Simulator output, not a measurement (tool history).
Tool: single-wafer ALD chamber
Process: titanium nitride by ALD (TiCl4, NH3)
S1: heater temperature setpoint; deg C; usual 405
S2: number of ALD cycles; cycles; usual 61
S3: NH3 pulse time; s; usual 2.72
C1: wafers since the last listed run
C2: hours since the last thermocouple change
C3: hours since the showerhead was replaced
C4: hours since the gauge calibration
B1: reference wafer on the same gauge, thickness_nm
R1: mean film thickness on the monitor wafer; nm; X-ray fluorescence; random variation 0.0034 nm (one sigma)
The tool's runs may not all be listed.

{"run": 1, "hour": 0.0, "S1": 405, "S2": 57, "S3": 2.72, "C1": 0, "C2": 1673.7, "C3": 7111.3, "C4": 642.8, "B1": 1.207, "R1": 1.252}
{"run": 2, "hour": 60.8, "S1": 405, "S2": 61, "S3": 2.72, "C1": 289, "C2": 1734.5, "C3": 7172.1, "C4": 703.6, "B1": 1.205, "R1": 1.34}
{"run": 3, "hour": 103.5, "S1": 405, "S2": 61, "S3": 2.72, "C1": 203, "C2": 1777.2, "C3": 7214.8, "C4": 746.3, "B1": 1.205, "R1": 1.333}
{"run": 4, "hour": 147.5, "S1": 405, "S2": 61, "S3": 2.72, "C1": 209, "C2": 1821.2, "C3": 7258.8, "C4": 790.3, "B1": 1.202, "R1": 1.337}
{"run": 5, "hour": 201.4, "S1": 405, "S2": 61, "S3": 2.72, "C1": 256, "C2": 1875.1, "C3": 7312.7, "C4": 844.2, "B1": 1.2, "R1": 1.337}
{"run": 6, "hour": 248.8, "S1": 408, "S2": 61, "S3": 2.72, "C1": 225, "C2": 1922.5, "C3": 7360.1, "C4": 891.6, "B1": 1.198, "R1": 1.331}
{"hour": 361.9, "done": "gauge calibrated"}
{"run": 7, "hour": 461.5, "S1": 408, "S2": 61, "S3": 2.72, "C1": 1012, "C2": 2135.2, "C3": 7572.8, "C4": 99.6, "B1": 1.221, "R1": 1.358}
{"run": 8, "hour": 517.6, "S1": 408, "S2": 61, "S3": 2.72, "C1": 266, "C2": 2191.3, "C3": 7628.9, "C4": 155.7, "B1": 1.221, "R1": 1.355}
{"run": 9, "hour": 550.8, "S1": 405, "S2": 61, "S3": 2.72, "C1": 157, "C2": 2224.5, "C3": 7662.1, "C4": 188.9, "B1": 1.22, "R1": 1.35}
{"run": 10, "hour": 612.5, "S1": 405, "S2": 61, "S3": 2.72, "C1": 293, "C2": 2286.2, "C3": 7723.8, "C4": 250.6, "B1": 1.219, "R1": 1.357}
{"run": 11, "hour": 659.9, "S1": 405, "S2": 61, "S3": 2.72, "C1": 225, "C2": 2333.6, "C3": 7771.2, "C4": 298, "B1": 1.218, "R1": 1.351}
{"hour": 700.9, "done": "thermocouple changed; heater temperature recalibrated"}
{"run": 12, "hour": 707.7, "S1": 405, "S2": 61, "S3": 1.93, "C1": 189, "C2": 6.8, "C3": 7819, "C4": 345.8, "B1": 1.218, "R1": 1.338}
{"run": 13, "hour": 756.3, "S1": 405, "S2": 61, "S3": 2.72, "C1": 231, "C2": 55.4, "C3": 7867.6, "C4": 394.4, "B1": 1.217, "R1": 1.35}
{"run": 14, "hour": 796.4, "S1": 396, "S2": 61, "S3": 2.72, "C1": 190, "C2": 95.5, "C3": 7907.7, "C4": 434.5, "B1": 1.216, "R1": 1.344}
{"hour": 829.2, "done": "showerhead replaced"}
{"run": 15, "hour": 849.6, "S1": 405, "S2": 68, "S3": 3.1, "C1": 215, "C2": 148.7, "C3": 20.4, "C4": 487.7, "B1": 1.215, "R1": 1.506}
{"run": 16, "hour": 914.7, "S1": 405, "S2": 61, "S3": 3.12, "C1": 309, "C2": 213.8, "C3": 85.5, "C4": 552.8, "B1": 1.214, "R1": 1.358}
{"run": 17, "hour": 957.0, "S1": 392, "S2": 61, "S3": 1.95, "C1": 201, "C2": 256.1, "C3": 127.8, "C4": 595.1, "B1": 1.213, "R1": 1.317}
{"run": 18, "hour": 1007.1, "S1": 405, "S2": 71, "S3": 2.72, "C1": 238, "C2": 306.2, "C3": 177.9, "C4": 645.2, "B1": 1.211, "R1": 1.56}
{"run": 19, "hour": 1062.7, "S1": 420, "S2": 66, "S3": 2.72, "C1": 264, "C2": 361.8, "C3": 233.5, "C4": 700.8, "B1": 1.209, "R1": 1.459}
{"run": 20, "hour": 1117.3, "S1": 418, "S2": 61, "S3": 3.55, "C1": 259, "C2": 416.4, "C3": 288.1, "C4": 755.4, "B1": 1.207, "R1": 1.356}

Forecast each of these 4 alternatives for the next run:
{"run": "A", "hour": 1117.8, "S1": 405, "S2": 61, "S3": 2.72, "C1": 2, "C2": 416.9, "C3": 288.6, "C4": 755.9, "B1": "?", "R1": "?"}
{"run": "B", "hour": 1117.8, "S1": 419, "S2": 61, "S3": 3.66, "C1": 2, "C2": 416.9, "C3": 288.6, "C4": 755.9, "B1": "?", "R1": "?"}
{"run": "C", "hour": 1117.8, "S1": 405, "S2": 61, "S3": 3.31, "C1": 2, "C2": 416.9, "C3": 288.6, "C4": 755.9, "B1": "?", "R1": "?"}
{"run": "D", "hour": 1117.8, "S1": 396, "S2": 61, "S3": 2.06, "C1": 2, "C2": 416.9, "C3": 288.6, "C4": 755.9, "B1": "?", "R1": "?"}

run=A B1=1.207 R1=1.334
run=B B1=1.207 R1=1.346
run=C B1=1.207 R1=1.34
run=D B1=1.207 R1=1.315
Without the tool's hidden state the same runs would have given:
run=A R1=1.348
run=B R1=1.361
run=C R1=1.355
run=D R1=1.329
